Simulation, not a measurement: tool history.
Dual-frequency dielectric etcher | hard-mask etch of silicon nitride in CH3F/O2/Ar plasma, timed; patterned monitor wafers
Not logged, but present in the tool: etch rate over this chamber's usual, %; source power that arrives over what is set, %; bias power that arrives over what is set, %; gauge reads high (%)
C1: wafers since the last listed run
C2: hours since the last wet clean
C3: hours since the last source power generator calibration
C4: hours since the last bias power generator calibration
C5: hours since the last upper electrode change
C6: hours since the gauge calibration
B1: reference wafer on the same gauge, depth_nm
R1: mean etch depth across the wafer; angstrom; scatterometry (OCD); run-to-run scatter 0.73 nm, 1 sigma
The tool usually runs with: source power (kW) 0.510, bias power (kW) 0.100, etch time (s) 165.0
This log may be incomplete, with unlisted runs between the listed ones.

{"run": 1, "hour": 0.0, "source power (kW)": 0.46, "bias power (kW)": 0.1, "etch time (s)": 165.0, "C1": 0, "C2": 118.1, "C3": 2911.0, "C4": 4218.4, "C5": 3118.8, "C6": 917.2, "B1": 175.8, "R1": 1473}
{"run": 2, "hour": 40.9, "source power (kW)": 0.46, "bias power (kW)": 0.1, "etch time (s)": 165.0, "C1": 363, "C2": 159.0, "C3": 2951.9, "C4": 4259.3, "C5": 3159.7, "C6": 958.1, "B1": 176.0, "R1": 1489}
{"run": 3, "hour": 105.7, "source power (kW)": 0.46, "bias power (kW)": 0.1, "etch time (s)": 165.0, "C1": 575, "C2": 223.8, "C3": 3016.7, "C4": 4324.1, "C5": 3224.5, "C6": 1022.9, "B1": 175.8, "R1": 1479}
{"run": 4, "hour": 154.0, "source power (kW)": 0.51, "bias power (kW)": 0.092, "etch time (s)": 165.0, "C1": 429, "C2": 272.1, "C3": 3065.0, "C4": 4372.4, "C5": 3272.8, "C6": 1071.2, "B1": 176.2, "R1": 1487}
{"run": 5, "hour": 189.1, "source power (kW)": 0.51, "bias power (kW)": 0.1, "etch time (s)": 180.0, "C1": 311, "C2": 307.2, "C3": 3100.1, "C4": 4407.5, "C5": 3307.9, "C6": 1106.3, "B1": 176.0, "R1": 1682}
{"run": 6, "hour": 221.2, "source power (kW)": 0.51, "bias power (kW)": 0.1, "etch time (s)": 165.0, "C1": 285, "C2": 339.3, "C3": 3132.2, "C4": 4439.6, "C5": 3340.0, "C6": 1138.4, "B1": 175.9, "R1": 1522}
{"run": 7, "hour": 364.5, "source power (kW)": 0.51, "bias power (kW)": 0.1, "etch time (s)": 184.5, "C1": 1273, "C2": 482.6, "C3": 3275.5, "C4": 4582.9, "C5": 3483.3, "C6": 1281.7, "B1": 175.8, "R1": 1704}
{"hour": 394.0, "done": "bias power generator calibrated"}
{"run": 8, "hour": 404.4, "source power (kW)": 0.51, "bias power (kW)": 0.1, "etch time (s)": 184.5, "C1": 318, "C2": 522.5, "C3": 3315.4, "C4": 10.4, "C5": 3523.2, "C6": 1321.6, "B1": 175.9, "R1": 1697}
{"run": 9, "hour": 432.6, "source power (kW)": 0.51, "bias power (kW)": 0.1, "etch time (s)": 165.0, "C1": 250, "C2": 550.7, "C3": 3343.6, "C4": 38.6, "C5": 3551.4, "C6": 1349.8, "B1": 176.2, "R1": 1497}
{"hour": 478.8, "done": "source power generator calibrated"}
{"hour": 498.6, "done": "wet clean of the chamber"}
{"run": 10, "hour": 499.1, "source power (kW)": 0.51, "bias power (kW)": 0.087, "etch time (s)": 165.0, "C1": 379, "C2": 0.5, "C3": 20.3, "C4": 105.1, "C5": 3617.9, "C6": 1416.3, "B1": 175.5, "R1": 1481}
{"run": 11, "hour": 514.8, "source power (kW)": 0.51, "bias power (kW)": 0.1, "etch time (s)": 186.0, "C1": 139, "C2": 16.2, "C3": 36.0, "C4": 120.8, "C5": 3633.6, "C6": 1432.0, "B1": 176.0, "R1": 1740}
{"hour": 567.3, "done": "gauge calibrated"}
{"run": 12, "hour": 727.6, "source power (kW)": 0.39, "bias power (kW)": 0.082, "etch time (s)": 147.0, "C1": 1890, "C2": 229.0, "C3": 248.8, "C4": 333.6, "C5": 3846.4, "C6": 160.3, "B1": 176.5, "R1": 1124}
{"run": 13, "hour": 772.0, "source power (kW)": 0.62, "bias power (kW)": 0.121, "etch time (s)": 182.0, "C1": 394, "C2": 273.4, "C3": 293.2, "C4": 378.0, "C5": 3890.8, "C6": 204.7, "B1": 175.8, "R1": 1953}
{"run": 14, "hour": 819.3, "source power (kW)": 0.56, "bias power (kW)": 0.114, "etch time (s)": 180.5, "C1": 420, "C2": 320.7, "C3": 340.5, "C4": 425.3, "C5": 3938.1, "C6": 252.0, "B1": 175.9, "R1": 1808}
{"run": 15, "hour": 876.7, "source power (kW)": 0.51, "bias power (kW)": 0.1, "etch time (s)": 133.0, "C1": 510, "C2": 378.1, "C3": 397.9, "C4": 482.7, "C5": 3995.5, "C6": 309.4, "B1": 176.3, "R1": 1218}
{"run": 16, "hour": 934.2, "source power (kW)": 0.46, "bias power (kW)": 0.1, "etch time (s)": 165.0, "C1": 510, "C2": 435.6, "C3": 455.4, "C4": 540.2, "C5": 4053.0, "C6": 366.9, "B1": 176.3, "R1": 1437}
{"run": 17, "hour": 981.9, "source power (kW)": 0.51, "bias power (kW)": 0.114, "etch time (s)": 204.5, "C1": 423, "C2": 483.3, "C3": 503.1, "C4": 587.9, "C5": 4100.7, "C6": 414.6, "B1": 175.9, "R1": 1951}
{"run": 18, "hour": 1039.1, "source power (kW)": 0.55, "bias power (kW)": 0.1, "etch time (s)": 165.0, "C1": 508, "C2": 540.5, "C3": 560.3, "C4": 645.1, "C5": 4157.9, "C6": 471.8, "B1": 176.0, "R1": 1535}
{"run": 19, "hour": 1075.5, "source power (kW)": 0.46, "bias power (kW)": 0.1, "etch time (s)": 165.0, "C1": 323, "C2": 576.9, "C3": 596.7, "C4": 681.5, "C5": 4194.3, "C6": 508.2, "B1": 176.2, "R1": 1410}
{"hour": 1114.9, "done": "wet clean of the chamber"}
{"run": 20, "hour": 1120.6, "source power (kW)": 0.51, "bias power (kW)": 0.1, "etch time (s)": 213.0, "C1": 187, "C2": 5.7, "C3": 641.8, "C4": 726.6, "C5": 4239.4, "C6": 553.3, "B1": 175.7, "R1": 2021}
{"hour": 1185.0, "done": "upper electrode replaced"}
{"run": 21, "hour": 1185.5, "source power (kW)": 0.51, "bias power (kW)": 0.087, "etch time (s)": 121.0, "C1": 363, "C2": 70.6, "C3": 706.7, "C4": 791.5, "C5": 0.5, "C6": 618.2, "B1": 176.0, "R1": 1083}
{"run": 22, "hour": 1194.1, "source power (kW)": 0.55, "bias power (kW)": 0.082, "etch time (s)": 152.0, "C1": 76, "C2": 79.2, "C3": 715.3, "C4": 800.1, "C5": 9.1, "C6": 626.8, "B1": 175.7, "R1": 1374}
{"run": 23, "hour": 1234.2, "source power (kW)": 0.39, "bias power (kW)": 0.1, "etch time (s)": 165.0, "C1": 356, "C2": 119.3, "C3": 755.4, "C4": 840.2, "C5": 49.2, "C6": 666.9, "B1": 176.2, "R1": 1374}
{"run": 24, "hour": 1265.1, "source power (kW)": 0.57, "bias power (kW)": 0.119, "etch time (s)": 148.0, "C1": 274, "C2": 150.2, "C3": 786.3, "C4": 871.1, "C5": 80.1, "C6": 697.8, "B1": 176.1, "R1": 1543}
{"run": 25, "hour": 1290.3, "source power (kW)": 0.51, "bias power (kW)": 0.1, "etch time (s)": 165.0, "C1": 223, "C2": 175.4, "C3": 811.5, "C4": 896.3, "C5": 105.3, "C6": 723.0, "B1": 175.9, "R1": 1537}
{"run": 26, "hour": 1317.8, "source power (kW)": 0.43, "bias power (kW)": 0.091, "etch time (s)": 152.0, "C1": 244, "C2": 202.9, "C3": 839.0, "C4": 923.8, "C5": 132.8, "C6": 750.5, "B1": 175.9, "R1": 1264}
{"run": 27, "hour": 1385.7, "source power (kW)": 0.55, "bias power (kW)": 0.077, "etch time (s)": 211.0, "C1": 603, "C2": 270.8, "C3": 906.9, "C4": 991.7, "C5": 200.7, "C6": 818.4, "B1": 176.1, "R1": 1822}
{"run": 28, "hour": 1564.0, "source power (kW)": 0.4, "bias power (kW)": 0.112, "etch time (s)": 208.5, "C1": 1584, "C2": 449.1, "C3": 1085.2, "C4": 1170.0, "C5": 379.0, "C6": 996.7, "B1": 176.2, "R1": 1771}
{"hour": 1612.0, "done": "wet clean of the chamber"}
{"run": 29, "hour": 1612.5, "source power (kW)": 0.51, "bias power (kW)": 0.1, "etch time (s)": 165.0, "C1": 217, "C2": 0.5, "C3": 1133.7, "C4": 1218.5, "C5": 427.5, "C6": 1045.2, "B1": 175.7, "R1": 1579}

Predict each of these 5 candidate next runs independently; none follows another, all start after run 29:
{"run": "A", "hour": 1613.0, "source power (kW)": 0.51, "bias power (kW)": 0.1, "etch time (s)": 128.5, "C1": 4, "C2": 1.0, "C3": 1134.2, "C4": 1219.0, "C5": 428.0, "C6": 1045.7, "B1": "?", "R1": "?"}
{"run": "B", "hour": 1613.0, "source power (kW)": 0.47, "bias power (kW)": 0.087, "etch time (s)": 204.0, "C1": 4, "C2": 1.0, "C3": 1134.2, "C4": 1219.0, "C5": 428.0, "C6": 1045.7, "B1": "?", "R1": "?"}
{"run": "C", "hour": 1613.0, "source power (kW)": 0.51, "bias power (kW)": 0.078, "etch time (s)": 165.0, "C1": 4, "C2": 1.0, "C3": 1134.2, "C4": 1219.0, "C5": 428.0, "C6": 1045.7, "B1": "?", "R1": "?"}
{"run": "D", "hour": 1613.0, "source power (kW)": 0.44, "bias power (kW)": 0.089, "etch time (s)": 209.0, "C1": 4, "C2": 1.0, "C3": 1134.2, "C4": 1219.0, "C5": 428.0, "C6": 1045.7, "B1": "?", "R1": "?"}
{"run": "E", "hour": 1613.0, "source power (kW)": 0.64, "bias power (kW)": 0.1, "etch time (s)": 147.5, "C1": 4, "C2": 1.0, "C3": 1134.2, "C4": 1219.0, "C5": 428.0, "C6": 1045.7, "B1": "?", "R1": "?"}

run=A B1=176.2 R1=1228
run=B B1=176.2 R1=1788
run=C B1=176.2 R1=1442
run=D B1=176.2 R1=1794
run=E B1=176.2 R1=1552
Take away the tool's hidden state, keep each run's random variation, and the runs would have read:
run=A R1=1218
run=B R1=1774
run=C R1=1431
run=D R1=1780
run=E R1=1541

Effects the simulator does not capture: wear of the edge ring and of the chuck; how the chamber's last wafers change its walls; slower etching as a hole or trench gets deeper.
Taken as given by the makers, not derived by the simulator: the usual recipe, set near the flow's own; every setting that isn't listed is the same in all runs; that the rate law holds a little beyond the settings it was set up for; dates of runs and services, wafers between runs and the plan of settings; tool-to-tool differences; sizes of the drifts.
